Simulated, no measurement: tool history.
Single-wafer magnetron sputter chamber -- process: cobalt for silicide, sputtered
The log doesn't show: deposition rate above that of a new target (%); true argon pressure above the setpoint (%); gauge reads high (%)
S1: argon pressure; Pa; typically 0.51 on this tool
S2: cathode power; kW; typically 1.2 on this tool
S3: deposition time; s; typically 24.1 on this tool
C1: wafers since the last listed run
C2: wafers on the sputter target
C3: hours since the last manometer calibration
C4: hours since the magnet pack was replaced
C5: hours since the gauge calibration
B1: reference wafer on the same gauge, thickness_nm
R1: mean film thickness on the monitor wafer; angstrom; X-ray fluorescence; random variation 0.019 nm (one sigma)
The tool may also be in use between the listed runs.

Run 1, hour 0: usual settings; C1 0; C2 1022; C3 1764.2; C4 5544.4; C5 137.5; B1 13.497. Result: R1 122.29 angstrom.
Run 2, hour 24.5: usual settings; C1 696; C2 1719; C3 1788.7; C4 5568.9; C5 162; B1 13.503. Result: R1 122.44 angstrom.
Run 3, hour 49.4: usual settings; C1 708; C2 2427; C3 1813.6; C4 5593.8; C5 186.9; B1 13.501. Result: R1 122.17 angstrom.
Run 4, hour 63.7: usual settings but S3 27.3 s; C1 406; C2 2834; C3 1827.9; C4 5608.1; C5 201.2; B1 13.495. Result: R1 137.84 angstrom.
Run 5, hour 76.5: usual settings but S2 1.05 kW; C1 363; C2 3198; C3 1840.7; C4 5620.9; C5 214; B1 13.5. Result: R1 110.67 angstrom.
Run 6, hour 94.2: usual settings but S2 1.05 kW; C1 503; C2 3701; C3 1858.4; C4 5638.6; C5 231.7; B1 13.495. Result: R1 110.75 angstrom.
Run 7, hour 121.5: usual settings but S2 1.05 kW; C1 776; C2 4477; C3 1885.7; C4 5665.9; C5 259; B1 13.499. Result: R1 110.49 angstrom.
Run 8, hour 208.7: usual settings but S3 27 s; C1 2479; C2 6957; C3 1972.9; C4 5753.1; C5 346.2; B1 13.492. Result: R1 135.5 angstrom.
Run 9, hour 234.7: usual settings; C1 739; C2 7696; C3 1998.9; C4 5779.1; C5 372.2; B1 13.501. Result: R1 121.09 angstrom.
At hour 250: sputter target and shields replaced.
At hour 253.7: capacitance manometer re-zeroed and calibrated.
At hour 256.3: magnet pack replaced.
Run 10, hour 266.4: usual settings; C1 497; C2 288; C3 12.7; C4 10.1; C5 403.9; B1 13.504. Result: R1 125.06 angstrom.
Run 11, hour 300.5: usual settings; C1 969; C2 1258; C3 46.8; C4 44.2; C5 438; B1 13.505. Result: R1 124.31 angstrom.
Run 12, hour 323.9: usual settings; C1 665; C2 1923; C3 70.2; C4 67.6; C5 461.4; B1 13.497. Result: R1 123.97 angstrom.
At hour 341.6: gauge calibrated.
Run 13, hour 358.7: usual settings; C1 989; C2 2913; C3 105; C4 102.4; C5 17.1; B1 13.503. Result: R1 123.31 angstrom.
Run 14, hour 372.6: usual settings but S1 0.447 Pa, S2 1.05 kW, S3 25.6 s; C1 395; C2 3308; C3 118.9; C4 116.3; C5 31; B1 13.508. Result: R1 120.98 angstrom.
Run 15, hour 409.7: usual settings; C1 1054; C2 4363; C3 156; C4 153.4; C5 68.1; B1 13.502. Result: R1 122.95 angstrom.
Run 16, hour 425.2: usual settings but S1 0.645 Pa, S2 0.9 kW, S3 26.9 s; C1 440; C2 4804; C3 171.5; C4 168.9; C5 83.6; B1 13.505. Result: R1 109.04 angstrom.
Run 17, hour 453: usual settings but S1 0.38 Pa, S2 1.45 kW, S3 22.6 s; C1 790; C2 5594; C3 199.3; C4 196.7; C5 111.4; B1 13.496. Result: R1 136.45 angstrom.
Run 18, hour 483.8: usual settings but S1 0.407 Pa, S2 1.35 kW, S3 20.4 s; C1 875; C2 6470; C3 230.1; C4 227.5; C5 142.2; B1 13.495. Result: R1 115.97 angstrom.
Run 19, hour 511.6: usual settings but S2 1.5 kW; C1 790; C2 7260; C3 257.9; C4 255.3; C5 170; B1 13.506. Result: R1 144.47 angstrom.
Run 20, hour 533.6: usual settings but S2 1.4 kW; C1 625; C2 7886; C3 279.9; C4 277.3; C5 192; B1 13.504. Result: R1 137.12 angstrom.
Run 21, hour 548.4: usual settings but S2 1.1 kW; C1 420; C2 8307; C3 294.7; C4 292.1; C5 206.8; B1 13.501. Result: R1 115.34 angstrom.
At hour 561.5: sputter target and shields replaced.
Run 22, hour 619.9: usual settings but S1 0.651 Pa, S2 1.45 kW; C1 1805; C2 1660; C3 366.2; C4 363.6; C5 278.3; B1 13.496. Result: R1 137.45 angstrom.
Run 23, hour 638.2: usual settings but S1 0.385 Pa, S2 1.4 kW, S3 22.1 s; C1 520; C2 2180; C3 384.5; C4 381.9; C5 296.6; B1 13.504. Result: R1 130.93 angstrom.
Run 24, hour 657.8: usual settings but S1 0.307 Pa, S2 1.3 kW, S3 27.8 s; C1 557; C2 2737; C3 404.1; C4 401.5; C5 316.2; B1 13.494. Result: R1 158.87 angstrom.
Run 25, hour 684.1: usual settings; C1 747; C2 3485; C3 430.4; C4 427.8; C5 342.5; B1 13.504. Result: R1 123.51 angstrom.
Run 26, hour 704.2: usual settings but S1 0.564 Pa; C1 571; C2 4057; C3 450.5; C4 447.9; C5 362.6; B1 13.501. Result: R1 121.65 angstrom.
Run 27, hour 723: usual settings; C1 534; C2 4591; C3 469.3; C4 466.7; C5 381.4; B1 13.504. Result: R1 122.82 angstrom.

3 options for the next run, each taken on its own from the tool as it stands now. Forecast them:
Run A, hour 723.4: usual settings; C1 11; C2 4603; C3 469.7; C4 467.1; C5 381.8; B1 ?. Result: R1 ?.
Run B, hour 723.4: usual settings but S2 1.3 kW; C1 11; C2 4603; C3 469.7; C4 467.1; C5 381.8; B1 ?. Result: R1 ?.
Run C, hour 723.4: usual settings but S1 0.682 Pa, S2 1.35 kW, S3 27.9 s; C1 11; C2 4603; C3 469.7; C4 467.1; C5 381.8; B1 ?. Result: R1 ?.

run      B1      R1
  A  13.496   123.3
  B  13.496  130.57
  C  13.496   148.9
Take away the tool's hidden state, keep each run's random variation, and the runs would have read:
run      R1
  A  125.88
  B   133.3
  C  152.23
